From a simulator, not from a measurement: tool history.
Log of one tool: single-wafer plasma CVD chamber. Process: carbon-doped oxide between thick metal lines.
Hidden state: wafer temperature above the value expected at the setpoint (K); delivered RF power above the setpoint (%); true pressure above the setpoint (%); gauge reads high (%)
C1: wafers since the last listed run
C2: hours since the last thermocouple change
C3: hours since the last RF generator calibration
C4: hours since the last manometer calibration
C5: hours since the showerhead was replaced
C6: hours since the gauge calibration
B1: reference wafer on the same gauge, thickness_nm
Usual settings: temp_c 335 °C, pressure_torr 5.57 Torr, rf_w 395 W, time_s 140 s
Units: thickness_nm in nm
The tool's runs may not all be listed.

{"run": 1, "hour": 0.0, "temp_c": 335, "pressure_torr": 5.57, "rf_w": 350, "time_s": 140, "C1": 0, "C2": 2256.6, "C3": 494.1, "C4": 907.6, "C5": 86.8, "C6": 1791.9, "B1": 681.641, "thickness_nm": 523.139}
{"run": 2, "hour": 29.4, "temp_c": 335, "pressure_torr": 5.57, "rf_w": 350, "time_s": 140, "C1": 283, "C2": 2286.0, "C3": 523.5, "C4": 937.0, "C5": 116.2, "C6": 1821.3, "B1": 680.939, "thickness_nm": 521.73}
{"run": 3, "hour": 56.7, "temp_c": 335, "pressure_torr": 5.57, "rf_w": 395, "time_s": 140, "C1": 263, "C2": 2313.3, "C3": 550.8, "C4": 964.3, "C5": 143.5, "C6": 1848.6, "B1": 682.003, "thickness_nm": 592.05}
{"run": 4, "hour": 88.5, "temp_c": 335, "pressure_torr": 5.57, "rf_w": 395, "time_s": 140, "C1": 307, "C2": 2345.1, "C3": 582.6, "C4": 996.1, "C5": 175.3, "C6": 1880.4, "B1": 681.026, "thickness_nm": 592.367}
{"run": 5, "hour": 139.8, "temp_c": 335, "pressure_torr": 5.57, "rf_w": 395, "time_s": 140, "C1": 495, "C2": 2396.4, "C3": 633.9, "C4": 1047.4, "C5": 226.6, "C6": 1931.7, "B1": 681.2, "thickness_nm": 588.525}
{"run": 6, "hour": 243.5, "temp_c": 335, "pressure_torr": 4.97, "rf_w": 395, "time_s": 115, "C1": 1001, "C2": 2500.1, "C3": 737.6, "C4": 1151.1, "C5": 330.3, "C6": 2035.4, "B1": 681.31, "thickness_nm": 479.783}
{"run": 7, "hour": 300.2, "temp_c": 335, "pressure_torr": 5.57, "rf_w": 395, "time_s": 140, "C1": 547, "C2": 2556.8, "C3": 794.3, "C4": 1207.8, "C5": 387.0, "C6": 2092.1, "B1": 680.089, "thickness_nm": 589.326}
{"run": 8, "hour": 356.1, "temp_c": 335, "pressure_torr": 6.72, "rf_w": 395, "time_s": 140, "C1": 539, "C2": 2612.7, "C3": 850.2, "C4": 1263.7, "C5": 442.9, "C6": 2148.0, "B1": 680.33, "thickness_nm": 598.184}
{"run": 9, "hour": 423.1, "temp_c": 335, "pressure_torr": 5.57, "rf_w": 395, "time_s": 140, "C1": 646, "C2": 2679.7, "C3": 917.2, "C4": 1330.7, "C5": 509.9, "C6": 2215.0, "B1": 680.268, "thickness_nm": 596.117}
{"run": 10, "hour": 494.5, "temp_c": 324, "pressure_torr": 5.14, "rf_w": 395, "time_s": 140, "C1": 689, "C2": 2751.1, "C3": 988.6, "C4": 1402.1, "C5": 581.3, "C6": 2286.4, "B1": 680.63, "thickness_nm": 604.256}
{"hour": 514.1, "done": "thermocouple changed; heater temperature recalibrated"}
{"hour": 526.6, "done": "gauge calibrated"}
{"run": 11, "hour": 566.0, "temp_c": 335, "pressure_torr": 6.18, "rf_w": 395, "time_s": 150, "C1": 613, "C2": 51.9, "C3": 1060.1, "C4": 1473.6, "C5": 652.8, "C6": 39.4, "B1": 706.424, "thickness_nm": 659.657}
{"run": 12, "hour": 596.6, "temp_c": 335, "pressure_torr": 5.57, "rf_w": 395, "time_s": 140, "C1": 295, "C2": 82.5, "C3": 1090.7, "C4": 1504.2, "C5": 683.4, "C6": 70.0, "B1": 706.049, "thickness_nm": 607.129}
{"run": 13, "hour": 656.3, "temp_c": 335, "pressure_torr": 5.57, "rf_w": 395, "time_s": 140, "C1": 576, "C2": 142.2, "C3": 1150.4, "C4": 1563.9, "C5": 743.1, "C6": 129.7, "B1": 702.865, "thickness_nm": 605.833}
{"run": 14, "hour": 715.0, "temp_c": 335, "pressure_torr": 5.57, "rf_w": 395, "time_s": 117, "C1": 566, "C2": 200.9, "C3": 1209.1, "C4": 1622.6, "C5": 801.8, "C6": 188.4, "B1": 701.935, "thickness_nm": 507.307}
{"hour": 739.9, "done": "capacitance manometer re-zeroed and calibrated"}
{"run": 15, "hour": 750.0, "temp_c": 346, "pressure_torr": 6.5, "rf_w": 450, "time_s": 119, "C1": 260, "C2": 235.9, "C3": 1244.1, "C4": 10.1, "C5": 836.8, "C6": 223.4, "B1": 699.624, "thickness_nm": 578.409}
{"run": 16, "hour": 782.1, "temp_c": 322, "pressure_torr": 6.44, "rf_w": 445, "time_s": 155, "C1": 309, "C2": 268.0, "C3": 1276.2, "C4": 42.2, "C5": 868.9, "C6": 255.5, "B1": 698.181, "thickness_nm": 790.315}
{"run": 17, "hour": 840.5, "temp_c": 335, "pressure_torr": 5.57, "rf_w": 445, "time_s": 166, "C1": 563, "C2": 326.4, "C3": 1334.6, "C4": 100.6, "C5": 927.3, "C6": 313.9, "B1": 697.241, "thickness_nm": 795.061}
{"run": 18, "hour": 887.7, "temp_c": 345, "pressure_torr": 4.83, "rf_w": 320, "time_s": 155, "C1": 455, "C2": 373.6, "C3": 1381.8, "C4": 147.8, "C5": 974.5, "C6": 361.1, "B1": 696.471, "thickness_nm": 512.529}
{"hour": 922.9, "done": "RF generator calibrated"}
{"run": 19, "hour": 923.4, "temp_c": 335, "pressure_torr": 5.57, "rf_w": 395, "time_s": 140, "C1": 267, "C2": 409.3, "C3": 0.5, "C4": 183.5, "C5": 1010.2, "C6": 396.8, "B1": 694.872, "thickness_nm": 602.074}
{"run": 20, "hour": 981.8, "temp_c": 322, "pressure_torr": 4.75, "rf_w": 335, "time_s": 127, "C1": 563, "C2": 467.7, "C3": 58.9, "C4": 241.9, "C5": 1068.6, "C6": 455.2, "B1": 693.876, "thickness_nm": 466.883}
{"run": 21, "hour": 1037.5, "temp_c": 341, "pressure_torr": 5.57, "rf_w": 395, "time_s": 124, "C1": 537, "C2": 523.4, "C3": 114.6, "C4": 297.6, "C5": 1124.3, "C6": 510.9, "B1": 692.227, "thickness_nm": 517.446}
{"run": 22, "hour": 1095.6, "temp_c": 335, "pressure_torr": 5.57, "rf_w": 395, "time_s": 140, "C1": 560, "C2": 581.5, "C3": 172.7, "C4": 355.7, "C5": 1182.4, "C6": 569.0, "B1": 691.182, "thickness_nm": 598.205}
{"run": 23, "hour": 1145.3, "temp_c": 335, "pressure_torr": 6.93, "rf_w": 320, "time_s": 150, "C1": 479, "C2": 631.2, "C3": 222.4, "C4": 405.4, "C5": 1232.1, "C6": 618.7, "B1": 689.574, "thickness_nm": 519.849}
{"run": 24, "hour": 1191.8, "temp_c": 340, "pressure_torr": 4.24, "rf_w": 420, "time_s": 140, "C1": 448, "C2": 677.7, "C3": 268.9, "C4": 451.9, "C5": 1278.6, "C6": 665.2, "B1": 689.604, "thickness_nm": 600.76}
{"run": 25, "hour": 1243.2, "temp_c": 335, "pressure_torr": 6.15, "rf_w": 395, "time_s": 140, "C1": 496, "C2": 729.1, "C3": 320.3, "C4": 503.3, "C5": 1330.0, "C6": 716.6, "B1": 687.264, "thickness_nm": 601.549}
{"run": 26, "hour": 1413.1, "temp_c": 335, "pressure_torr": 5.57, "rf_w": 395, "time_s": 140, "C1": 1640, "C2": 899.0, "C3": 490.2, "C4": 673.2, "C5": 1499.9, "C6": 886.5, "B1": 685.933, "thickness_nm": 587.307}
{"run": 27, "hour": 1471.8, "temp_c": 335, "pressure_torr": 5.57, "rf_w": 330, "time_s": 140, "C1": 566, "C2": 957.7, "C3": 548.9, "C4": 731.9, "C5": 1558.6, "C6": 945.2, "B1": 683.391, "thickness_nm": 491.758}

Forecast each of these 5 alternatives for the next run:
{"run": "A", "hour": 1472.2, "temp_c": 335, "pressure_torr": 5.57, "rf_w": 395, "time_s": 127, "C1": 3, "C2": 958.1, "C3": 549.3, "C4": 732.3, "C5": 1559.0, "C6": 945.6, "B1": "?", "thickness_nm": "?"}
{"run": "B", "hour": 1472.2, "temp_c": 335, "pressure_torr": 4.82, "rf_w": 360, "time_s": 152, "C1": 3, "C2": 958.1, "C3": 549.3, "C4": 732.3, "C5": 1559.0, "C6": 945.6, "B1": "?", "thickness_nm": "?"}
{"run": "C", "hour": 1472.2, "temp_c": 326, "pressure_torr": 5.57, "rf_w": 395, "time_s": 140, "C1": 3, "C2": 958.1, "C3": 549.3, "C4": 732.3, "C5": 1559.0, "C6": 945.6, "B1": "?", "thickness_nm": "?"}
{"run": "D", "hour": 1472.2, "temp_c": 326, "pressure_torr": 4.64, "rf_w": 395, "time_s": 140, "C1": 3, "C2": 958.1, "C3": 549.3, "C4": 732.3, "C5": 1559.0, "C6": 945.6, "B1": "?", "thickness_nm": "?"}
{"run": "E", "hour": 1472.2, "temp_c": 335, "pressure_torr": 5.57, "rf_w": 465, "time_s": 157, "C1": 3, "C2": 958.1, "C3": 549.3, "C4": 732.3, "C5": 1559.0, "C6": 945.6, "B1": "?", "thickness_nm": "?"}

run=A B1=684.621 thickness_nm=531.816
run=B B1=684.621 thickness_nm=568.797
run=C B1=684.621 thickness_nm=602.195
run=D B1=684.621 thickness_nm=589.021
run=E B1=684.621 thickness_nm=760.853
Without the tool's hidden state the same runs would have given:
run=A thickness_nm=550.827
run=B thickness_nm=589.131
run=C thickness_nm=623.722
run=D thickness_nm=610.077
run=E thickness_nm=788.052
